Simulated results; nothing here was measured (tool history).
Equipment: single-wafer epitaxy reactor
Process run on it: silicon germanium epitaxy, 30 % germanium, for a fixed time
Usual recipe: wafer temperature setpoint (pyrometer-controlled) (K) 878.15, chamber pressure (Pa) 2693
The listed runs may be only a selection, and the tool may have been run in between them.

| run | day | wafer temperature setpoint (pyrometer-controlled) (K) | chamber pressure (Pa) | read-back reference wafer on the same gauge, thickness_nm | mean film thickness on the monitor wafer (nm) |
|---|---|---|---|---|---|
| 1 | 0 | 888.15 | 2693 | 77.628 | 80.245 |
| 2 | 0.967 | 888.15 | 2693 | 77.412 | 80.169 |
| 3 | 2.25 | 888.15 | 2693 | 77.438 | 80.262 |
| 4 | 3.496 | 887.15 | 3053 | 77.262 | 84.664 |
| 5 | 6.021 | 878.15 | 2266 | 77.52 | 58.504 |
| 6 | 8.471 | 878.15 | 2266 | 77.318 | 58.277 |
| 7 | 9.533 | 878.15 | 2266 | 77.509 | 58.235 |
| 8 | 10.571 | 886.15 | 2693 | 77.414 | 76.557 |
| 9 | 11.529 | 886.15 | 2693 | 77.446 | 77.371 |
| 10 | 12.221 | 878.15 | 2693 | 77.457 | 65.086 |
|  | 12.8 | pyrometer calibrated |
| 11 | 13.154 | 878.15 | 2693 | 77.551 | 65.259 |
| 12 | 14.192 | 889.15 | 2693 | 77.446 | 81.735 |
| 13 | 14.95 | 888.15 | 2693 | 77.375 | 80.005 |
| 14 | 17.121 | 870.15 | 3240 | 77.623 | 61.617 |
|  | 18.462 | gauge calibrated |
|  | 19.846 | showerhead replaced |
| 15 | 21.225 | 892.15 | 2200 | 77.661 | 75.448 |
| 16 | 21.867 | 873.15 | 2693 | 77.431 | 58.26 |
| 17 | 23.021 | 878.15 | 2693 | 77.481 | 64.815 |
| 18 | 23.696 | 878.15 | 3186 | 77.568 | 71.071 |
| 19 | 25.142 | 878.15 | 2426 | 77.472 | 60.425 |
|  | 25.608 | capacitance manometer re-zeroed and calibrated |
| 20 | 27.729 | 866.15 | 2093 | 77.507 | 43.726 |
| 21 | 29.229 | 893.15 | 2440 | 77.553 | 85.495 |
| 22 | 30.108 | 878.15 | 2693 | 77.62 | 67.435 |
| 23 | 31.521 | 878.15 | 2360 | 77.509 | 61.311 |
| 24 | 32.958 | 866.15 | 2893 | 77.562 | 54.718 |

Selected run-to-run steps in mean film thickness on the monitor wafer (nm), each split into two signed amounts: the part the tool would show with no hidden state at all (from settings, incoming material and random variation), and the remainder, which goes to the hidden state together with any gauge scatter not common to the measured and the hidden-state-free results:
Unlogged tool condition in this case: wafer temperature above the value expected at the setpoint (K); true pressure above the setpoint (%); gauge reads high (%).
Run 4 -> 5: wafer temperature setpoint (pyrometer-controlled) (K) 887.15 -> 878.15, chamber pressure (Pa) 3053 -> 2266. mean film thickness on the monitor wafer (nm) -26.16: hidden state +0.407, all else -26.567.
Run 14 -> 15: wafer temperature setpoint (pyrometer-controlled) (K) 870.15 -> 892.15, chamber pressure (Pa) 3240 -> 2200, gauge calibrated, showerhead replaced. mean film thickness on the monitor wafer (nm) +13.831: hidden state -0.619, all else +14.45.
Run 19 -> 20: wafer temperature setpoint (pyrometer-controlled) (K) 878.15 -> 866.15, chamber pressure (Pa) 2426 -> 2093, capacitance manometer re-zeroed and calibrated. mean film thickness on the monitor wafer (nm) -16.699: hidden state +2.281, all else -18.98.
Run 20 -> 21: wafer temperature setpoint (pyrometer-controlled) (K) 866.15 -> 893.15, chamber pressure (Pa) 2093 -> 2440. mean film thickness on the monitor wafer (nm) +41.769: hidden state +0.197, all else +41.572.
